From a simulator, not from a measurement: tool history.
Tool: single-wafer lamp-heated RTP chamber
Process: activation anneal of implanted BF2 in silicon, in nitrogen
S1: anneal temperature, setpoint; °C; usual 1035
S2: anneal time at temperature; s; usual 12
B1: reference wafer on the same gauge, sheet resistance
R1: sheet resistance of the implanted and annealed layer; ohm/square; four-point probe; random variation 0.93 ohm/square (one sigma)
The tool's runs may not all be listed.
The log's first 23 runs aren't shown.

run,day,S1,S2,B1,R1
24,48.733,1035,16,575.83,616.38
# day 49.9: pyrometer window cleaned and pyrometer calibrated
25,50.367,1005,14,575.54,619.35
26,51.721,1035,12,575.82,617.81
27,52.75,1035,12,575.79,618.45
# day 55.075: reflector plate cleaned
28,55.621,1061,7,574.9,620.42
29,57.983,1009,12,574.85,620.3
30,59.525,1055,9,574.25,617.85
31,61.904,1024,5,573.85,622.15
32,64.833,1035,6,573.15,618.39
33,66.538,1019,15,573.39,616.28
# day 69.35: pyrometer window cleaned and pyrometer calibrated
34,69.538,1043,12,572.2,614.31
35,72.742,1035,19,571.28,610.86
36,75.112,1005,7,569.97,619.21
37,77.592,1035,12,569.63,612.79

Consider 3 possible next runs. They are alternatives, not a sequence: every one starts from the tool as it was left by run 37. What does each give?
A,77.608,1035,15,?,?
B,77.608,1055,17,?,?
C,77.608,1024,17,?,?

run,B1,R1
A,569.83,610.21
B,569.83,606.51
C,569.83,610.44
Had the tool no hidden state, the same runs would have come out as:
run,R1
A,618.19
B,614.44
C,618.43
